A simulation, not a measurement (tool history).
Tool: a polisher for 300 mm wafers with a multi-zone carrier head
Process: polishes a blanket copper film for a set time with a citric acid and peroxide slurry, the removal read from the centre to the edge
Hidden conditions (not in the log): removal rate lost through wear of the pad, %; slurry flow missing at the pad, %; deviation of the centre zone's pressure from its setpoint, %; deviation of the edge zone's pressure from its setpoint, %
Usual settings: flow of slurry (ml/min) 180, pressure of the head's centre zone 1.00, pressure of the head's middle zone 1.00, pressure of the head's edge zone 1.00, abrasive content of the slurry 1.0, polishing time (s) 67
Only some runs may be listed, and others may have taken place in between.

run    hour  flow of slurry (ml/min)  pressure of the head's centre zone  pressure of the head's middle zone  pressure of the head's edge zone  abrasive content of the slurry  polishing time (s)  wafers since the last listed run  wafers polished on this pad  hours since the slurry nozzle was cleaned  hours since the centre zone pressure was calibrated  hours since the edge zone pressure was calibrated  hours since the carrier head's membrane was replaced  incoming thickness of the incoming film, nm  film removed at the wafer's centre (Å)  film removed at mid-radius (Å)  film removed at the wafer's edge (Å)
  1     0.0                      180                                1.00                                0.96                              1.00                             1.0                  67                                 0                         1044                                      254.5                                                233.2                                               41.3                                                 793.5                                        826.8                                    1737                            1684                                  1729
       71.7  -- carrier head's membrane replaced by a new one
  2    72.2                      180                                1.09                                1.05                              1.07                             1.0                  67                               520                         1564                                      326.7                                                305.4                                              113.5                                                   0.5                                        818.6                                    1844                            1791                                  1752
  3   102.1                      180                                1.00                                1.00                              1.00                             1.0                  67                               231                         1795                                      356.6                                                335.3                                              143.4                                                  30.4                                        824.0                                    1749                            1729                                  1708
  4   210.1                      180                                1.00                                0.91                              1.00                             1.0                  58                               835                         2631                                      464.6                                                443.3                                              251.4                                                 138.4                                        829.6                                    1496                            1394                                  1501
  5   252.4                      180                                1.00                                1.03                              1.00                             1.1                  57                               327                         2959                                      506.9                                                485.6                                              293.7                                                 180.7                                        824.2                                    1526                            1562                                  1486
  6   286.9                      180                                1.09                                1.00                              1.00                             1.0                  86                               267                         3226                                      541.4                                                520.1                                              328.2                                                 215.2                                        815.4                                    2416                            2256                                  2223
  7   362.6                      140                                1.07                                0.94                              0.97                             1.0                  67                               585                         3812                                      617.1                                                595.8                                              403.9                                                 290.9                                        829.5                                    1731                            1566                                  1612
  8   389.5                      125                                1.06                                1.00                              1.08                             1.0                  67                               208                         4020                                      644.0                                                622.7                                              430.8                                                 317.8                                        821.8                                    1650                            1622                                  1696
      401.0  -- worn pad replaced by a new one
  9   415.6                      180                                1.00                                1.00                              1.00                             1.0                  76                               171                          113                                      670.1                                                648.8                                              456.9                                                 343.9                                        817.3                                    1976                            1960                                  1943
 10   449.2                      180                                1.00                                1.00                              1.00                             1.0                  67                               260                          373                                      703.7                                                682.4                                              490.5                                                 377.5                                        818.3                                    1723                            1739                                  1699
 11   504.0                      180                                1.00                                1.00                              1.00                             1.0                  67                               424                          797                                      758.5                                                737.2                                              545.3                                                 432.3                                        832.0                                    1749                            1743                                  1708
 12   544.3                      180                                1.00                                1.00                              1.10                             1.1                  67                               311                         1109                                      798.8                                                777.5                                              585.6                                                 472.6                                        825.4                                    1778                            1766                                  1814
      642.1  -- slurry nozzle cleaned
 13   705.4                      180                                1.06                                1.00                              1.09                             0.8                  57                              1239                         2348                                       63.3                                                938.6                                              746.7                                                 633.7                                        820.0                                    1495                            1427                                  1468
      814.7  -- edge zone pressure recalibrated
      819.8  -- centre zone pressure recalibrated
 14   820.3                      180                                1.00                                1.04                              1.00                             1.1                  67                               858                         3206                                      178.2                                                  0.5                                                5.6                                                 748.6                                        816.4                                    1781                            1848                                  1732
 15   876.2                      180                                0.94                                1.00                              1.00                             1.0                  67                               432                         3639                                      234.1                                                 56.4                                               61.5                                                 804.5                                        809.1                                    1664                            1737                                  1704
 16   916.9                      180                                1.00                                1.08                              1.00                             1.0                  78                               315                         3954                                      274.8                                                 97.1                                              102.2                                                 845.2                                        820.4                                    2052                            2180                                  1997
      934.9  -- carrier head's membrane replaced by a new one
      936.5  -- worn pad replaced by a new one
 17   985.3                      180                                0.90                                1.00                              1.00                             1.0                  83                               478                          377                                      343.2                                                165.5                                              170.6                                                  50.4                                        807.9                                    1983                            2152                                  2144
 18  1032.4                      180                                1.00                                1.00                              1.04                             1.0                  67                               364                          742                                      390.3                                                212.6                                              217.7                                                  97.5                                        825.5                                    1769                            1741                                  1748
 19  1104.3                      180                                0.92                                0.91                              1.00                             1.0                  79                               556                         1298                                      462.2                                                284.5                                              289.6                                                 169.4                                        820.9                                    1944                            1916                                  2039
 20  1147.4                      180                                1.09                                1.00                              1.00                             1.0                  86                               333                         1632                                      505.3                                                327.6                                              332.7                                                 212.5                                        814.5                                    2366                            2229                                  2194
 21  1205.2                      180                                1.00                                1.00                              1.00                             1.0                  67                               447                         2079                                      563.1                                                385.4                                              390.5                                                 270.3                                        825.2                                    1741                            1752                                  1697

Predict each of these 4 candidate next runs independently; none follows another, all start after run 21:
  A  1205.6                      180                                1.00                                1.00                              1.00                             1.0                  67                                 3                         2082                                      563.5                                                385.8                                              390.9                                                 270.7                                        822.0                                       ?                               ?                                     ?
  B  1205.6                      180                                1.00                                1.04                              1.00                             1.0                  67                                 3                         2082                                      563.5                                                385.8                                              390.9                                                 270.7                                        822.0                                       ?                               ?                                     ?
  C  1205.6                      180                                1.00                                1.00                              0.96                             1.0                  67                                 3                         2082                                      563.5                                                385.8                                              390.9                                                 270.7                                        822.0                                       ?                               ?                                     ?
  D  1205.6                      180                                0.96                                1.05                              0.97                             1.0                  58                                 3                         2082                                      563.5                                                385.8                                              390.9                                                 270.7                                        822.0                                       ?                               ?                                     ?

run  film removed at the wafer's centre (Å)  film removed at mid-radius (Å)  film removed at the wafer's edge (Å)
  A                                    1769                            1730                                  1739
  B                                    1770                            1789                                  1738
  C                                    1769                            1730                                  1706
  D                                    1485                            1561                                  1483
What these runs would have given with no unlogged condition in the tool:
run  film removed at the wafer's centre (Å)  film removed at mid-radius (Å)  film removed at the wafer's edge (Å)
  A                                    1769                            1730                                  1739
  B                                    1770                            1789                                  1738
  C                                    1769                            1730                                  1706
  D                                    1485                            1561                                  1483
